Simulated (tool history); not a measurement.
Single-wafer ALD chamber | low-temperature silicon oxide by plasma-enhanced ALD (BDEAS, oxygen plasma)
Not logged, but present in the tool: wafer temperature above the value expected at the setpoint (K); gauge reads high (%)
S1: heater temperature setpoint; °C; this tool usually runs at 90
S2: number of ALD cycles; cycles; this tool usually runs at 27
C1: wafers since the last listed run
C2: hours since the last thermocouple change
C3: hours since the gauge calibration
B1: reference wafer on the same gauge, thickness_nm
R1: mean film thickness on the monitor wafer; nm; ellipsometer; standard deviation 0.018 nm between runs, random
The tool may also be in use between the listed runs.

run   hour   S1  S2   C1      C2     C3     B1     R1
  1    0.0   90  27    0  1472.5   40.0  3.800  3.564
  2   17.3   90  27  114  1489.8   57.3  3.800  3.606
  3   32.0   90  27   97  1504.5   72.0  3.795  3.604
  4   45.0   90  30   85  1517.5   85.0  3.800  4.033
      59.0  -- thermocouple changed; heater temperature recalibrated
  5   61.1   90  27   53     2.1  101.1  3.802  3.590
  6   78.4   90  27  114    19.4  118.4  3.795  3.557
  7   85.6   90  27   47    26.6  125.6  3.802  3.616
  8   92.1  100  29   42    33.1  132.1  3.798  3.753
      93.9  -- gauge calibrated
  9   98.4   90  27   41    39.4    4.5  3.802  3.609
 10  104.4   79  31   39    45.4   10.5  3.802  4.268
 11  111.5   90  27   46    52.5   17.6  3.800  3.562
 12  126.6  105  25   99    67.6   32.7  3.802  3.176
 13  167.6  100  29  270   108.6   73.7  3.797  3.729
 14  176.7  101  31   60   117.7   82.8  3.801  3.967
 15  193.8   90  24  112   134.8   99.9  3.803  3.197

Hidden state at the last listed run before each entry between runs and at the first one after, where it differs:
After run 4, before run 5: thermocouple changed; heater temperature recalibrated (hour 59.0)
  both runs share identical hidden conditions
After run 8, before run 9: gauge calibrated (hour 93.9)
  both runs share identical hidden conditions
